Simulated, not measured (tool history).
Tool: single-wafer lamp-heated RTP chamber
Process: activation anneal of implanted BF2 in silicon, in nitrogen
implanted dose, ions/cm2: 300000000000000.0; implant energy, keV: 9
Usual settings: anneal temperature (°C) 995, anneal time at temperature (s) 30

| run | hour | anneal temperature (°C) | anneal time at temperature (s) | read-back reference wafer on the same gauge, sheet resistance | sheet resistance of the implanted and annealed layer (ohm/square) |
|---|---|---|---|---|---|
| 1 | 0 | 995 | 30 | 429.81 | 421.2 |
|  | 17.7 | gauge calibrated |
| 2 | 33.7 | 1007 | 30 | 429.97 | 411.41 |
| 3 | 41 | 1007 | 30 | 430.27 | 412.39 |
| 4 | 57.1 | 1007 | 30 | 430.13 | 413.38 |
| 5 | 69.1 | 995 | 23 | 429.82 | 428.33 |
| 6 | 82.4 | 995 | 23 | 430.36 | 430.54 |
| 7 | 89.9 | 1013 | 30 | 429.63 | 408.25 |
| 8 | 98.6 | 1013 | 30 | 430.18 | 407.68 |
| 9 | 105.4 | 1013 | 30 | 430.08 | 408.34 |
| 10 | 122.3 | 995 | 30 | 429.87 | 422.93 |
|  | 135.8 | reflector plate cleaned |
| 11 | 136.3 | 995 | 30 | 429.76 | 424.54 |
| 12 | 138.5 | 995 | 30 | 430.47 | 422.59 |
| 13 | 154.5 | 980 | 30 | 430.05 | 438.83 |
| 14 | 188 | 995 | 30 | 430.05 | 423.55 |
| 15 | 203.5 | 995 | 18 | 429.96 | 436.05 |
| 16 | 213.2 | 1007 | 41 | 429.86 | 405.1 |
| 17 | 226.8 | 980 | 23 | 430.05 | 444.28 |
|  | 241.6 | pyrometer window cleaned and pyrometer calibrated |
| 18 | 242.1 | 1006 | 22 | 429.97 | 428.75 |
| 19 | 258 | 1005 | 16 | 430.07 | 437.06 |
|  | 270.1 | gauge calibrated |
| 20 | 271.2 | 995 | 30 | 429.81 | 432.08 |
| 21 | 287.1 | 979 | 37 | 430.17 | 445.09 |
| 22 | 296.9 | 1011 | 19 | 429.98 | 426.36 |
| 23 | 312.9 | 995 | 30 | 430.18 | 429.83 |
| 24 | 320.7 | 995 | 20 | 429.84 | 439.36 |
| 25 | 337.8 | 968 | 38 | 429.92 | 457.53 |
| 26 | 345.6 | 995 | 15 | 429.79 | 444.8 |
| 27 | 354.7 | 995 | 30 | 429.78 | 427.2 |
| 28 | 361.2 | 995 | 30 | 430.09 | 428.82 |

Forecast each of these 4 alternatives for the next run:
| A | 361.6 | 995 | 35 | ? | ? |
| B | 361.6 | 1005 | 47 | ? | ? |
| C | 361.6 | 979 | 18 | ? | ? |
| D | 361.6 | 968 | 30 | ? | ? |

| run | read-back reference wafer on the same gauge, sheet resistance | sheet resistance of the implanted and annealed layer (ohm/square) |
|---|---|---|
| A | 429.78 | 423.69 |
| B | 429.78 | 407.3 |
| C | 429.78 | 460.27 |
| D | 429.78 | 462.81 |
Without the tool's hidden state the same runs would have given:
| run | sheet resistance of the implanted and annealed layer (ohm/square) |
|---|---|
| A | 429.98 |
| B | 412.58 |
| C | 470.1 |
| D | 474.15 |
